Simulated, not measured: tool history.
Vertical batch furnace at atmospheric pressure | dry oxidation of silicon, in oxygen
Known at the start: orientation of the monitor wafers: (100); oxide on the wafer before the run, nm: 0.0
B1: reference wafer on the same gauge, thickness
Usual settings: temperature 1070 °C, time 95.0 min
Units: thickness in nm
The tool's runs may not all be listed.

Run 1, hour 0.0: usual settings; B1 147.96. Result: thickness 126.88 nm.
Run 2, hour 34.4: usual settings; B1 148.12. Result: thickness 126.40 nm.
Run 3, hour 89.2: usual settings but temperature 1078 °C; B1 147.95. Result: thickness 135.12 nm.
Run 4, hour 115.4: usual settings but temperature 1078 °C; B1 147.85. Result: thickness 135.83 nm.
Run 5, hour 183.9: usual settings but temperature 1078 °C; B1 147.64. Result: thickness 134.62 nm.
Run 6, hour 211.9: usual settings; B1 148.03. Result: thickness 127.87 nm.
Run 7, hour 263.0: usual settings; B1 147.72. Result: thickness 127.00 nm.
Run 8, hour 333.6: usual settings; B1 147.99. Result: thickness 128.20 nm.
Run 9, hour 377.5: usual settings; B1 148.07. Result: thickness 128.01 nm.
Run 10, hour 416.8: usual settings; B1 148.04. Result: thickness 128.17 nm.
Run 11, hour 473.2: usual settings but temperature 1059 °C; B1 148.23. Result: thickness 118.09 nm.
At hour 532.8: boat lift adjusted.
Run 12, hour 533.3: usual settings but temperature 1059 °C; B1 147.72. Result: thickness 118.00 nm.
Run 13, hour 572.0: usual settings but temperature 1059 °C; B1 148.08. Result: thickness 118.57 nm.
At hour 624.4: gauge calibrated.
Run 14, hour 634.3: usual settings; B1 148.04. Result: thickness 128.79 nm.
Run 15, hour 681.9: usual settings but time 69.0 min; B1 147.96. Result: thickness 104.77 nm.
Run 16, hour 710.7: usual settings but temperature 1063 °C; B1 147.86. Result: thickness 121.87 nm.
Run 17, hour 750.3: usual settings but temperature 1046 °C, time 47.5 min; B1 147.96. Result: thickness 68.43 nm.
Run 18, hour 820.8: usual settings; B1 148.05. Result: thickness 128.77 nm.
Run 19, hour 876.0: usual settings but temperature 1059 °C; B1 148.54. Result: thickness 118.61 nm.
Run 20, hour 925.3: usual settings but temperature 1078 °C, time 61.5 min; B1 147.77. Result: thickness 104.49 nm.
Run 21, hour 991.2: usual settings but temperature 1058 °C, time 76.0 min; B1 148.13. Result: thickness 102.60 nm.
Run 22, hour 1055.9: usual settings but time 65.0 min; B1 148.07. Result: thickness 101.50 nm.
Run 23, hour 1114.1: usual settings but time 113.0 min; B1 148.23. Result: thickness 144.41 nm.
At hour 1167.2: thermocouples replaced and temperature profile calibrated.
Run 24, hour 1167.7: usual settings; B1 148.22. Result: thickness 125.42 nm.
Run 25, hour 1194.4: usual settings but time 63.0 min; B1 148.19. Result: thickness 96.47 nm.
Run 26, hour 1226.4: usual settings but time 48.0 min; B1 148.11. Result: thickness 81.17 nm.
Run 27, hour 1274.1: usual settings but temperature 1060 °C, time 128.5 min; B1 147.98. Result: thickness 141.49 nm.
Run 28, hour 1324.7: usual settings but temperature 1088 °C, time 137.0 min; B1 147.48. Result: thickness 179.46 nm.
Run 29, hour 1372.7: usual settings but temperature 1050 °C, time 63.0 min; B1 147.70. Result: thickness 81.57 nm.
Run 30, hour 1419.2: usual settings but temperature 1063 °C, time 109.5 min; B1 147.94. Result: thickness 129.13 nm.
Run 31, hour 1461.4: usual settings but temperature 1059 °C, time 80.5 min; B1 147.86. Result: thickness 104.19 nm.
Run 32, hour 1503.0: usual settings; B1 148.15. Result: thickness 124.95 nm.
Run 33, hour 1535.7: usual settings; B1 148.01. Result: thickness 126.28 nm.
Run 34, hour 1597.4: usual settings; B1 147.72. Result: thickness 126.43 nm.
Run 35, hour 1642.5: usual settings but time 70.0 min; B1 148.04. Result: thickness 104.04 nm.
Run 36, hour 1775.4: usual settings but time 54.5 min; B1 148.14. Result: thickness 88.55 nm.

The next listed run, before its measurement:
Run 37, hour 1816.5: usual settings but time 62.0 min; B1 ?. Result: thickness ?.

Run 37 gave B1 147.65, thickness 95.28 nm.
Without the tool's hidden state the same run would have given thickness 93.95 nm.
